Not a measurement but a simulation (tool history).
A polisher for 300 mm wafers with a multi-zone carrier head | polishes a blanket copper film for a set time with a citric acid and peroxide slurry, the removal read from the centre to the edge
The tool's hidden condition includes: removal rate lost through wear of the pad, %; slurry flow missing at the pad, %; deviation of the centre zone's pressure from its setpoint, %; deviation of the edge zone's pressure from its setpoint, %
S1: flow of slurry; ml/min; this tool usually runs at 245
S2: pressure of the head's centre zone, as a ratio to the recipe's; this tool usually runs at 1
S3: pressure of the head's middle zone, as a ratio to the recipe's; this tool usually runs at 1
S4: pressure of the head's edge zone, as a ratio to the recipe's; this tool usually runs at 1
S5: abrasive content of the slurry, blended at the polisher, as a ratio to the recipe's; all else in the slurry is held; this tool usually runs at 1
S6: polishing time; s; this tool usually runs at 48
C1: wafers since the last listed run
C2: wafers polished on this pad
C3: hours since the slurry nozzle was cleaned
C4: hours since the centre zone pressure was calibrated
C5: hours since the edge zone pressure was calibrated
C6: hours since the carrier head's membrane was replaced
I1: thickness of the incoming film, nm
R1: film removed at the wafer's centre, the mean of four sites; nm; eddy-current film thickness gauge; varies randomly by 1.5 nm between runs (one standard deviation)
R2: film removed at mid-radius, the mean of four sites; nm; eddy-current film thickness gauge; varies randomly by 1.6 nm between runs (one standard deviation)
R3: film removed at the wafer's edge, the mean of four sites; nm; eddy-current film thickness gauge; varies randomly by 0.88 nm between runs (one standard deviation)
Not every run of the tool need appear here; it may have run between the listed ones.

run   hour   S1    S2    S3    S4    S5  S6    C1    C2     C3     C4      C5      C6     I1     R1     R2     R3
  1      0  245     1     1     1     1  48     0   116  472.7  239.4   807.8    1557  901.9  110.3  108.4  108.6
  2   24.5  245     1     1     1     1  48   182   299  497.2  263.9   832.3  1581.5    915  108.4  109.5  110.3
  3   55.8  245     1     1     1     1  48   233   532  528.5  295.2   863.6  1612.8  901.4  108.3  107.6  108.2
  4   95.7  245     1     1     1     1  48   297   829  568.4  335.1   903.5  1652.7  913.7  110.1  106.1  108.6
     113.9  -- slurry nozzle cleaned
  5  120.3  245     1     1     1     1  48   175  1005    6.4  359.7   928.1  1677.3  916.1  108.9    111  110.4
     148.3  -- centre zone pressure recalibrated
  6    179  245     1     1     1     1  48   422  1428   65.1   30.7   986.8    1736  903.5  106.8  107.5  109.7
       235  -- worn pad replaced by a new one
     277.1  -- carrier head's membrane replaced by a new one
  7  315.9  245     1     1     1     1  48   953   566    202  167.6  1123.7    38.8  926.5  110.4  109.7  109.1
  8  348.5  245     1     1     1     1  48   243   809  234.6  200.2  1156.3    71.4  908.4  108.9  106.5  109.5
     494.1  -- edge zone pressure recalibrated
     515.1  -- worn pad replaced by a new one
     538.2  -- centre zone pressure recalibrated
  9  552.9  245     1     1     1   0.8  48  1464   266    439   14.7    58.8   275.8  913.4  103.1  103.6  102.9
 10  607.3  310   0.9     1  0.89  1.15  48   405   672  493.4   69.1   113.2   330.2    913  103.2  113.4  110.9
 11  666.8  325     1  0.88     1     1  48   443  1116  552.9  128.6   172.7   389.7  908.5  110.4    100  111.9
 12  727.4  245  0.96  1.08     1     1  48   451  1568  613.5  189.2   233.3   450.3  902.8  104.8  115.7  107.7
 13    765  245     1     1     1     1  48   280  1848  651.1  226.8   270.9   487.9  920.5  108.4  109.9  110.1
 14  792.1  245     1     1     1     1  48   202  2050  678.2  253.9     298     515  904.1  110.1  109.1  108.3
     805.3  -- worn pad replaced by a new one
 15  828.9  245     1     1     1     1  48   244   175    715  290.7   334.8   551.8  914.7  107.6  111.1  109.7
     831.3  -- slurry nozzle cleaned
 16  880.4  265     1     1     1     1  48   376   552   49.1  342.2   386.3   603.3  908.7  109.2  107.1  108.9
 17  923.6  245     1     1     1     1  48   322   874   92.3  385.4   429.5   646.5  916.9  109.8  109.8  109.5
     941.2  -- centre zone pressure recalibrated
 18  991.5  245     1  0.96     1     1  33   491  1365  160.2   50.3   497.4   714.4  909.2   75.5   72.7   73.7
 19   1060  245  1.07  0.94     1  0.85  43   510  1876  228.7  118.8   565.9   782.9  908.7  100.4   89.9   94.4
     1085.1  -- worn pad replaced by a new one
 20   1113  245     1     1     1  1.15  35   365   208  281.7  171.8   618.9   835.9  912.2   81.6   81.8   82.1

Here are 5 independent what-if runs from the current tool condition. What would each one return?
  A  1113.4  245     1   1     1  1.15  48   2  211  282.1  172.2  619.3  836.3  905   ?   ?   ?
  B  1113.4  330  0.96   1     1     1  64   2  211  282.1  172.2  619.3  836.3  905   ?   ?   ?
  C  1113.4  190     1   1  0.89     1  48   2  211  282.1  172.2  619.3  836.3  905   ?   ?   ?
  D  1113.4  245     1   1  1.07  1.15  57   2  211  282.1  172.2  619.3  836.3  905   ?   ?   ?
  E  1113.4  245     1   1     1     1  35   2  211  282.1  172.2  619.3  836.3  905   ?   ?   ?

run     R1     R2     R3
  A  114.7  111.7  113.3
  B  146.7  147.9  148.9
  C  106.6  104.2  100.9
  D  136.2  132.7  139.1
  E   80.6   78.5   79.6
Stripped of hidden state, with their random variation kept, the same runs would have yielded:
run     R1     R2     R3
  A  114.7  111.7  113.3
  B  146.7  147.9  148.9
  C  106.6  104.2  100.9
  D  136.2  132.7  139.1
  E   80.6   78.5   79.6
